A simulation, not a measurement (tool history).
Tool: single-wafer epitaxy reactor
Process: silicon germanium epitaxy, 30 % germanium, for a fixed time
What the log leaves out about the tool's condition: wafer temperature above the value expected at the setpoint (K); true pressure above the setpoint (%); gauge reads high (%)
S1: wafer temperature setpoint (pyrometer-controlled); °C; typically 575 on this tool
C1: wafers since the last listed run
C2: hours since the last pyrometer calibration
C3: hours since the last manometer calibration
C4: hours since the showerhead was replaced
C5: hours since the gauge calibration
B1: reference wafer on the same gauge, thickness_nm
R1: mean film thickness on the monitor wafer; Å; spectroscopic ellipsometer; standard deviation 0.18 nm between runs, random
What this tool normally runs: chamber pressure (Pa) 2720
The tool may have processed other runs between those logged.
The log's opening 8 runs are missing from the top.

run 9 hour=557.2 | S1=575 chamber_pressure_(Pa)=2720 | C1=883 C2=202.9 C3=62.3 C4=3103.9 C5=2344.5 | B1=34.442 | R1=380.81
run 10 hour=588 | S1=575 chamber_pressure_(Pa)=2720 | C1=460 C2=233.7 C3=93.1 C4=3134.7 C5=2375.3 | B1=34.398 | R1=381.76
-- hour=588.1 gauge calibrated
run 11 hour=653.1 | S1=575 chamber_pressure_(Pa)=2720 | C1=973 C2=298.8 C3=158.2 C4=3199.8 C5=65 | B1=36.344 | R1=401.51
run 12 hour=695.4 | S1=575 chamber_pressure_(Pa)=2720 | C1=632 C2=341.1 C3=200.5 C4=3242.1 C5=107.3 | B1=36.315 | R1=399.26
run 13 hour=722 | S1=575 chamber_pressure_(Pa)=2720 | C1=397 C2=367.7 C3=227.1 C4=3268.7 C5=133.9 | B1=36.286 | R1=403.36
run 14 hour=793.4 | S1=575 chamber_pressure_(Pa)=2720 | C1=1067 C2=439.1 C3=298.5 C4=3340.1 C5=205.3 | B1=36.239 | R1=400.32
run 15 hour=841.5 | S1=575 chamber_pressure_(Pa)=2720 | C1=719 C2=487.2 C3=346.6 C4=3388.2 C5=253.4 | B1=36.235 | R1=401.35
run 16 hour=878.3 | S1=579 chamber_pressure_(Pa)=3386 | C1=550 C2=524 C3=383.4 C4=3425 C5=290.2 | B1=36.174 | R1=461.34
run 17 hour=926.5 | S1=570 chamber_pressure_(Pa)=3386 | C1=720 C2=572.2 C3=431.6 C4=3473.2 C5=338.4 | B1=36.164 | R1=398.33
run 18 hour=951.9 | S1=566 chamber_pressure_(Pa)=2386 | C1=379 C2=597.6 C3=457 C4=3498.6 C5=363.8 | B1=36.115 | R1=330.2
run 19 hour=993.3 | S1=575 chamber_pressure_(Pa)=2720 | C1=619 C2=639 C3=498.4 C4=3540 C5=405.2 | B1=36.078 | R1=399.27
run 20 hour=1063.1 | S1=575 chamber_pressure_(Pa)=2720 | C1=1043 C2=708.8 C3=568.2 C4=3609.8 C5=475 | B1=36.023 | R1=399.63
run 21 hour=1092.5 | S1=564 chamber_pressure_(Pa)=2720 | C1=439 C2=738.2 C3=597.6 C4=3639.2 C5=504.4 | B1=36.014 | R1=331.14
run 22 hour=1134.7 | S1=575 chamber_pressure_(Pa)=3320 | C1=631 C2=780.4 C3=639.8 C4=3681.4 C5=546.6 | B1=36.033 | R1=427.23
-- hour=1209.5 showerhead replaced
run 23 hour=1210 | S1=569 chamber_pressure_(Pa)=2133 | C1=1006 C2=855.7 C3=715.1 C4=0.5 C5=621.9 | B1=35.927 | R1=331.9
run 24 hour=1238.8 | S1=575 chamber_pressure_(Pa)=2720 | C1=430 C2=884.5 C3=743.9 C4=29.3 C5=650.7 | B1=35.946 | R1=396.79
run 25 hour=1263.4 | S1=586 chamber_pressure_(Pa)=3320 | C1=367 C2=909.1 C3=768.5 C4=53.9 C5=675.3 | B1=35.905 | R1=512.22
run 26 hour=1300.8 | S1=586 chamber_pressure_(Pa)=3320 | C1=559 C2=946.5 C3=805.9 C4=91.3 C5=712.7 | B1=35.909 | R1=510.26
run 27 hour=1364.3 | S1=563 chamber_pressure_(Pa)=2720 | C1=949 C2=1010 C3=869.4 C4=154.8 C5=776.2 | B1=35.81 | R1=324.2
run 28 hour=1434.9 | S1=582 chamber_pressure_(Pa)=3000 | C1=1055 C2=1080.6 C3=940 C4=225.4 C5=846.8 | B1=35.761 | R1=462.3
run 29 hour=1500.7 | S1=586 chamber_pressure_(Pa)=2093 | C1=984 C2=1146.4 C3=1005.8 C4=291.2 C5=912.6 | B1=35.737 | R1=434.69
run 30 hour=1526.3 | S1=589 chamber_pressure_(Pa)=2986 | C1=382 C2=1172 C3=1031.4 C4=316.8 C5=938.2 | B1=35.678 | R1=519.9

What does the tool deliver on the next run?
run 31 hour=1590.2 | S1=585 chamber_pressure_(Pa)=2720 | C1=955 C2=1235.9 C3=1095.3 C4=380.7 C5=1002.1 | B1=? | R1=?

B1: 35.672
R1: 466.79 Å
On a tool with no hidden condition, and with the same random variation, this run would have come out at R1 476.61 Å.
